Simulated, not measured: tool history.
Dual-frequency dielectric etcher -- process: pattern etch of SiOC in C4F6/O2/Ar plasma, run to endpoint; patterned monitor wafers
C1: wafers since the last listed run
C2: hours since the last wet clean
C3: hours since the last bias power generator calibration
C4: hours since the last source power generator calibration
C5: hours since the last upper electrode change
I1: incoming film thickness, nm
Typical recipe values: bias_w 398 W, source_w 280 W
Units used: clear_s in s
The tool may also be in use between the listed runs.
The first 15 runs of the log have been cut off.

run 16 hour=238.4 | bias_w=398 source_w=280 | C1=34 C2=78.3 C3=62.2 C4=61.4 C5=4.0 | I1=26.63 | clear_s=10.3
run 17 hour=252.3 | bias_w=321 source_w=330 | C1=136 C2=92.2 C3=76.1 C4=75.3 C5=17.9 | I1=26.70 | clear_s=11.0
run 18 hour=263.8 | bias_w=398 source_w=280 | C1=113 C2=103.7 C3=87.6 C4=86.8 C5=29.4 | I1=26.84 | clear_s=10.5
run 19 hour=271.4 | bias_w=497 source_w=260 | C1=74 C2=111.3 C3=95.2 C4=94.4 C5=37.0 | I1=26.61 | clear_s=9.7
run 20 hour=280.8 | bias_w=352 source_w=230 | C1=92 C2=120.7 C3=104.6 C4=103.8 C5=46.4 | I1=26.77 | clear_s=11.7
run 21 hour=290.0 | bias_w=306 source_w=220 | C1=90 C2=129.9 C3=113.8 C4=113.0 C5=55.6 | I1=26.82 | clear_s=12.5
run 22 hour=299.2 | bias_w=341 source_w=330 | C1=90 C2=139.1 C3=123.0 C4=122.2 C5=64.8 | I1=26.43 | clear_s=10.6
run 23 hour=312.5 | bias_w=398 source_w=280 | C1=130 C2=152.4 C3=136.3 C4=135.5 C5=78.1 | I1=26.52 | clear_s=10.4
run 24 hour=325.8 | bias_w=304 source_w=350 | C1=130 C2=165.7 C3=149.6 C4=148.8 C5=91.4 | I1=26.71 | clear_s=11.1
run 25 hour=340.4 | bias_w=432 source_w=220 | C1=143 C2=180.3 C3=164.2 C4=163.4 C5=106.0 | I1=26.87 | clear_s=10.6
run 26 hour=355.2 | bias_w=457 source_w=210 | C1=145 C2=195.1 C3=179.0 C4=178.2 C5=120.8 | I1=26.41 | clear_s=10.4
run 27 hour=367.9 | bias_w=306 source_w=220 | C1=125 C2=207.8 C3=191.7 C4=190.9 C5=133.5 | I1=26.58 | clear_s=12.3
run 28 hour=381.6 | bias_w=358 source_w=320 | C1=134 C2=221.5 C3=205.4 C4=204.6 C5=147.2 | I1=26.83 | clear_s=10.7
run 29 hour=398.4 | bias_w=398 source_w=280 | C1=165 C2=238.3 C3=222.2 C4=221.4 C5=164.0 | I1=26.36 | clear_s=10.2
run 30 hour=409.0 | bias_w=398 source_w=280 | C1=104 C2=248.9 C3=232.8 C4=232.0 C5=174.6 | I1=26.51 | clear_s=10.3

Here are 3 independent what-if runs from the current tool condition. What would each one return?
run A hour=409.4 | bias_w=398 source_w=260 | C1=3 C2=249.3 C3=233.2 C4=232.4 C5=175.0 | I1=26.56 | clear_s=?
run B hour=409.4 | bias_w=398 source_w=320 | C1=3 C2=249.3 C3=233.2 C4=232.4 C5=175.0 | I1=26.56 | clear_s=?
run C hour=409.4 | bias_w=461 source_w=280 | C1=3 C2=249.3 C3=233.2 C4=232.4 C5=175.0 | I1=26.56 | clear_s=?

run=A clear_s=10.4
run=B clear_s=9.9
run=C clear_s=9.6
With the hidden condition removed and each run's random variation left untouched, the same runs would have given:
run=A clear_s=10.8
run=B clear_s=10.3
run=C clear_s=9.9
